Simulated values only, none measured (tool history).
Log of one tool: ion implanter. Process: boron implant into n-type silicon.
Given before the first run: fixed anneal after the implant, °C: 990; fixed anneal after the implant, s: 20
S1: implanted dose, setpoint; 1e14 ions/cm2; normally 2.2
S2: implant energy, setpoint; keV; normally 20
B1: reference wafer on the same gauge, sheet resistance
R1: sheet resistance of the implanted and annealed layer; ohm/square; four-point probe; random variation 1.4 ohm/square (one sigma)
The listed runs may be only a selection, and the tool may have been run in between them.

Run 1, hour 0: usual settings; B1 464.09. Result: R1 410.29 ohm/square.
Run 2, hour 97.1: usual settings; B1 463.77. Result: R1 409.47 ohm/square.
Run 3, hour 170.3: usual settings; B1 464.14. Result: R1 408.7 ohm/square.
Run 4, hour 209.5: usual settings but S1 2.59 1e14 ions/cm2, S2 15.5 keV; B1 463.92. Result: R1 369.63 ohm/square.
Run 5, hour 256.9: usual settings but S1 2.59 1e14 ions/cm2, S2 15.5 keV; B1 463.96. Result: R1 371.42 ohm/square.
Run 6, hour 474.6: usual settings but S1 2.59 1e14 ions/cm2, S2 15.5 keV; B1 463.59. Result: R1 366.45 ohm/square.
At hour 545.1: extraction supply calibrated.
Run 7, hour 574.6: usual settings; B1 464.3. Result: R1 407.33 ohm/square.
Run 8, hour 657.4: usual settings; B1 464.07. Result: R1 405.28 ohm/square.
Run 9, hour 726: usual settings; B1 464.06. Result: R1 404.71 ohm/square.
At hour 770.7: Faraday cup replaced and dose calibrated.
Run 10, hour 793.3: usual settings; B1 464.27. Result: R1 413.47 ohm/square.
Run 11, hour 869.7: usual settings but S1 1.95 1e14 ions/cm2; B1 463.89. Result: R1 454.97 ohm/square.
At hour 888.5: gauge calibrated.
Run 12, hour 908.4: usual settings but S1 2.78 1e14 ions/cm2, S2 15 keV; B1 464.02. Result: R1 354.06 ohm/square.
Run 13, hour 952.8: usual settings but S1 1.81 1e14 ions/cm2, S2 17.5 keV; B1 463.8. Result: R1 486.89 ohm/square.
Run 14, hour 1043.7: usual settings but S2 25.5 keV; B1 463.96. Result: R1 398.05 ohm/square.
Run 15, hour 1110.7: usual settings but S1 2.68 1e14 ions/cm2, S2 25 keV; B1 463.83. Result: R1 343.66 ohm/square.
Run 16, hour 1156.4: usual settings but S1 2.65 1e14 ions/cm2, S2 26.5 keV; B1 464.1. Result: R1 344.6 ohm/square.
Run 17, hour 1233.9: usual settings but S1 2.61 1e14 ions/cm2, S2 14.5 keV; B1 464.07. Result: R1 372.04 ohm/square.
Run 18, hour 1275.5: usual settings but S1 2.42 1e14 ions/cm2, S2 18 keV; B1 463.82. Result: R1 386.47 ohm/square.
Run 19, hour 1373.8: usual settings; B1 463.98. Result: R1 408.23 ohm/square.
Run 20, hour 1452.3: usual settings but S1 1.64 1e14 ions/cm2, S2 22.5 keV; B1 463.77. Result: R1 504.76 ohm/square.
Run 21, hour 1492.2: usual settings; B1 464.09. Result: R1 410.32 ohm/square.

What if the next run were any one of these 3? Each begins from the tool's condition after run 21:
Run A, hour 1492.6: usual settings but S2 26 keV; B1 ?. Result: R1 ?.
Run B, hour 1492.6: usual settings but S1 1.81 1e14 ions/cm2, S2 18 keV; B1 ?. Result: R1 ?.
Run C, hour 1492.6: usual settings but S1 2.4 1e14 ions/cm2; B1 ?. Result: R1 ?.

run      B1      R1
  A  463.86  398.24
  B  463.86  484.72
  C  463.86  383.58
With the hidden condition removed and each run's random variation left untouched, the same runs would have given:
run      R1
  A   401.7
  B  489.08
  C  387.03
